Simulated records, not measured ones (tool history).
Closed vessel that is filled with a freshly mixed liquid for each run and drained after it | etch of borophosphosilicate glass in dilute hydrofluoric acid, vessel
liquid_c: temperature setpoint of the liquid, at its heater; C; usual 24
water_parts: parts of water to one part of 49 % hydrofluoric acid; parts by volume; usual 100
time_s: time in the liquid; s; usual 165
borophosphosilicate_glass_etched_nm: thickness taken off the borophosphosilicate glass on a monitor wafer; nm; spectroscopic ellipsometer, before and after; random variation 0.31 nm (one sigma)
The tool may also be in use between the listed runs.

run    hour  liquid_c  water_parts  time_s  wafers since the last listed run  hours since the thermometer was replaced  hours since the hydrofluoric acid flow meter was replaced  hours since the gauge calibration  read-back film thickness of the borophosphosilicate glass reference wafer, read on the same gauge (nm)  borophosphosilicate_glass_etched_nm
  1       0        24          100     165                                 0                                       189                                                      620.2                             1223.4                                                                                                   70.01                                49.58
       44.6  -- gauge calibrated
  2   106.6        24          100     165                             11647                                     295.6                                                      726.8                                 62                                                                                                   69.93                                50.42
  3   201.4      22.5          100     165                             10358                                     390.4                                                      821.6                              156.8                                                                                                      70                                47.24
  4   262.1      22.5          100     165                              6632                                     451.1                                                      882.3                              217.5                                                                                                   70.04                                47.46
  5   322.9        24          135     165                              6643                                     511.9                                                      943.1                              278.3                                                                                                   69.99                                35.45
  6     406        24          135     165                              9079                                       595                                                     1026.2                              361.4                                                                                                   70.01                                36.12
  7   482.1        27          130     165                              8315                                     671.1                                                     1102.3                              437.5                                                                                                   70.02                                42.29
  8   533.7        27          130     165                              5638                                     722.7                                                     1153.9                              489.1                                                                                                   70.02                                41.97
  9   621.7        27          130     165                              9615                                     810.7                                                     1241.9                              577.1                                                                                                      70                                42.23
 10   681.1        24          100     165                              6490                                     870.1                                                     1301.3                              636.5                                                                                                   69.99                                50.47
 11   774.8        24          100     165                             10238                                     963.8                                                       1395                              730.2                                                                                                   69.98                                 51.1
 12   820.1        24          100     165                              4949                                    1009.1                                                     1440.3                              775.5                                                                                                   70.01                                51.13
 13   907.7        24          100     165                              9571                                    1096.7                                                     1527.9                              863.1                                                                                                   69.99                                50.52
      987.9  -- hydrofluoric acid flow meter replaced
 14   996.2        24          100     165                              9560                                    1185.2                                                        8.3                              951.6                                                                                                   69.97                                48.96
 15    1037        24          100     125                              4458                                      1226                                                       49.1                              992.4                                                                                                   69.94                                37.59
 16  1075.4        26           50     240                              4195                                    1264.4                                                       87.5                             1030.8                                                                                                   70.03                               165.37
 17  1177.5        24          100     165                             11156                                    1366.5                                                      189.6                             1132.9                                                                                                   69.98                                49.67
 18  1215.3        19           75     115                              4130                                    1404.3                                                      227.4                             1170.7                                                                                                   69.99                                38.29
     1312.7  -- thermometer replaced
 19  1323.1        24          100     165                             11669                                      10.4                                                      335.2                             1278.5                                                                                                   70.01                                49.42
 20  1399.1        26           70      70                              8304                                      86.4                                                      411.2                             1354.5                                                                                                   69.98                                33.78
     1528.5  -- gauge calibrated
 21  1554.6        21          100     165                             16990                                     241.9                                                      566.7                               26.1                                                                                                   70.03                                44.09
 22  1595.2      22.5          130     165                              4436                                     282.5                                                      607.3                               66.7                                                                                                   69.99                                35.18
 23  1697.2        20          140     165                             11145                                     384.5                                                      709.3                              168.7                                                                                                   69.99                                29.21
 24  1780.9        24          100     165                              9145                                     468.2                                                        793                              252.4                                                                                                   69.97                                49.58
 25  1865.4      27.5           75     165                              9232                                     552.7                                                      877.5                              336.9                                                                                                   69.97                                79.75
 26  1904.5        27          130     165                              4272                                     591.8                                                      916.6                                376                                                                                                   70.01                                41.76
 27  1975.4      26.5           55     220                              7746                                     662.7                                                      987.5                              446.9                                                                                                   70.04                               144.25
 28  2021.3      21.5           65     165                              5015                                     708.6                                                     1033.4                              492.8                                                                                                   69.98                                73.93

4 ways to go on from here, each from the tool as it stands after run 28. What would each give?
  A  2022        24           85     165                                76                                     709.3                                                     1034.1                              493.5                                                                                                       ?                                    ?
  B  2022      21.5           60     165                                76                                     709.3                                                     1034.1                              493.5                                                                                                       ?                                    ?
  C  2022        21          140     250                                76                                     709.3                                                     1034.1                              493.5                                                                                                       ?                                    ?
  D  2022      27.5           80     250                                76                                     709.3                                                     1034.1                              493.5                                                                                                       ?                                    ?

run  read-back film thickness of the borophosphosilicate glass reference wafer, read on the same gauge (nm)  borophosphosilicate_glass_etched_nm
  A                                                                                                   70.01                                 60.7
  B                                                                                                   70.01                                80.03
  C                                                                                                   70.01                                46.52
  D                                                                                                   70.01                               112.96
Without the tool's hidden state the same runs would have given:
run  borophosphosilicate_glass_etched_nm
  A                                59.08
  B                                77.96
  C                                45.23
  D                               109.94
